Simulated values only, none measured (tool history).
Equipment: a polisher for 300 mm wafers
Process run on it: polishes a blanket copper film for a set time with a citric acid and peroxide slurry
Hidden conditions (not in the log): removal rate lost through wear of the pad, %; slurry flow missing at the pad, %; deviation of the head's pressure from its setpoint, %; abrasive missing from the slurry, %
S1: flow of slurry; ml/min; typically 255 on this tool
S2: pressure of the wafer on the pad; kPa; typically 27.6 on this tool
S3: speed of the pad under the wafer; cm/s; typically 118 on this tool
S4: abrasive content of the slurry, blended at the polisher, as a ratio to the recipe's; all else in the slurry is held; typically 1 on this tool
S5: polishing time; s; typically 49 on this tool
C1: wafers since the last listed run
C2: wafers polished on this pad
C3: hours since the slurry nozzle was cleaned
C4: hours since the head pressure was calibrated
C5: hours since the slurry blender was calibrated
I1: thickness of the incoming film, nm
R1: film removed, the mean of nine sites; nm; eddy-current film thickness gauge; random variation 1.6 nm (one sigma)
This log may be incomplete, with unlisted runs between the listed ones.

| run | hour | S1 | S2 | S3 | S4 | S5 | C1 | C2 | C3 | C4 | C5 | I1 | R1 |
|---|---|---|---|---|---|---|---|---|---|---|---|---|---|
| 1 | 0 | 255 | 27.6 | 118 | 1 | 49 | 0 | 1732 | 1.3 | 9.8 | 32.2 | 1211.9 | 188.1 |
| 2 | 16.7 | 255 | 27.6 | 118 | 1 | 49 | 164 | 1896 | 18 | 26.5 | 48.9 | 1189.8 | 186.9 |
| 3 | 49.3 | 255 | 27.6 | 118 | 1 | 49 | 320 | 2217 | 50.6 | 59.1 | 81.5 | 1199.5 | 192.4 |
|  | 54.3 | worn pad replaced by a new one |
| 4 | 62.6 | 255 | 27.6 | 118 | 1 | 49 | 91 | 81 | 63.9 | 72.4 | 94.8 | 1215.1 | 191.5 |
| 5 | 87.5 | 255 | 27.6 | 118 | 1 | 49 | 244 | 326 | 88.8 | 97.3 | 119.7 | 1195.4 | 192.1 |
| 6 | 120.2 | 255 | 27.6 | 118 | 1 | 49 | 321 | 647 | 121.5 | 130 | 152.4 | 1180 | 190.1 |
| 7 | 134.4 | 255 | 27.6 | 118 | 1 | 49 | 139 | 787 | 135.7 | 144.2 | 166.6 | 1194.8 | 188 |
| 8 | 164 | 255 | 27.6 | 118 | 1 | 36 | 291 | 1078 | 165.3 | 173.8 | 196.2 | 1192.4 | 139.3 |
| 9 | 193.8 | 320 | 35.9 | 118 | 1 | 60 | 292 | 1371 | 195.1 | 203.6 | 226 | 1196.5 | 307.5 |
| 10 | 211.4 | 340 | 36.5 | 156 | 1 | 34 | 173 | 1544 | 212.7 | 221.2 | 243.6 | 1191.3 | 234.5 |
|  | 237 | slurry blender recalibrated |
| 11 | 240.3 | 200 | 31 | 150 | 1 | 49 | 264 | 1808 | 241.6 | 250.1 | 3.3 | 1195.4 | 260 |
| 12 | 258.7 | 255 | 27.6 | 118 | 1 | 49 | 180 | 1989 | 260 | 268.5 | 21.7 | 1202.1 | 186.2 |
|  | 266 | worn pad replaced by a new one |
| 13 | 279.2 | 285 | 24.8 | 118 | 1 | 64 | 162 | 130 | 280.5 | 289 | 42.2 | 1188.4 | 225.7 |
| 14 | 315 | 255 | 27.6 | 118 | 1.25 | 59 | 351 | 482 | 316.3 | 324.8 | 78 | 1223.5 | 239.4 |
| 15 | 329.7 | 285 | 24.8 | 118 | 1 | 64 | 144 | 626 | 331 | 339.5 | 92.7 | 1192.1 | 221.5 |
| 16 | 358.9 | 295 | 27.6 | 86 | 1 | 49 | 287 | 913 | 360.2 | 368.7 | 121.9 | 1187.3 | 137.6 |
| 17 | 388.7 | 255 | 27.6 | 118 | 1 | 49 | 292 | 1206 | 390 | 398.5 | 151.7 | 1212.3 | 186.5 |
| 18 | 414.6 | 285 | 20 | 118 | 1 | 49 | 254 | 1461 | 415.9 | 424.4 | 177.6 | 1203.5 | 136.8 |
|  | 451.2 | worn pad replaced by a new one |
|  | 452.3 | head pressure recalibrated |
|  | 477.5 | slurry blender recalibrated |
| 19 | 511.6 | 255 | 27.6 | 96 | 0.75 | 49 | 883 | 563 | 512.9 | 59.3 | 34.1 | 1191.6 | 141.7 |
| 20 | 535.2 | 255 | 27.6 | 118 | 1.1 | 58 | 232 | 795 | 536.5 | 82.9 | 57.7 | 1218.6 | 226.3 |
| 21 | 555.3 | 255 | 27.6 | 118 | 1.25 | 49 | 197 | 993 | 556.6 | 103 | 77.8 | 1202.7 | 194.6 |
| 22 | 569.9 | 255 | 27.6 | 118 | 1 | 49 | 143 | 1136 | 571.2 | 117.6 | 92.4 | 1196.1 | 184.8 |
| 23 | 587.7 | 170 | 24.1 | 118 | 0.9 | 58 | 175 | 1311 | 589 | 135.4 | 110.2 | 1207.4 | 172 |
| 24 | 618.5 | 255 | 27.6 | 98 | 1 | 62 | 302 | 1614 | 619.8 | 166.2 | 141 | 1206.3 | 194.9 |
| 25 | 648.3 | 255 | 27.6 | 118 | 1 | 49 | 292 | 1907 | 649.6 | 196 | 170.8 | 1181.4 | 185.9 |
| 26 | 670.6 | 185 | 27.6 | 118 | 1 | 49 | 219 | 2126 | 671.9 | 218.3 | 193.1 | 1196.5 | 173.3 |
|  | 688.6 | worn pad replaced by a new one |
| 27 | 691.1 | 255 | 20 | 118 | 1 | 49 | 162 | 24 | 692.4 | 238.8 | 213.6 | 1200.6 | 134.2 |
| 28 | 706.5 | 310 | 36.5 | 90 | 0.85 | 49 | 151 | 176 | 707.8 | 254.2 | 229 | 1207.1 | 180.6 |
|  | 711.1 | slurry blender recalibrated |
| 29 | 727.7 | 255 | 27.6 | 118 | 1 | 49 | 188 | 364 | 729 | 275.4 | 16.6 | 1197.7 | 183.2 |

What if the next run were any one of these 5? Each begins from the tool's condition after run 29:
| A | 728.1 | 255 | 27.6 | 118 | 1 | 49 | 3 | 368 | 729.4 | 275.8 | 17 | 1190.9 | ? |
| B | 728.1 | 255 | 27.6 | 142 | 1 | 49 | 3 | 368 | 729.4 | 275.8 | 17 | 1190.9 | ? |
| C | 728.1 | 215 | 27.6 | 90 | 1 | 49 | 3 | 368 | 729.4 | 275.8 | 17 | 1190.9 | ? |
| D | 728.1 | 285 | 24.8 | 140 | 1 | 33 | 3 | 368 | 729.4 | 275.8 | 17 | 1190.9 | ? |
| E | 728.1 | 255 | 27.6 | 140 | 0.8 | 49 | 3 | 368 | 729.4 | 275.8 | 17 | 1190.9 | ? |

| run | R1 |
|---|---|
| A | 182.4 |
| B | 218.9 |
| C | 135.7 |
| D | 133.2 |
| E | 205.3 |
Take away the tool's hidden state, keep each run's random variation, and the runs would have read:
| run | R1 |
|---|---|
| A | 189.4 |
| B | 227.4 |
| C | 142 |
| D | 137.8 |
| E | 213.3 |
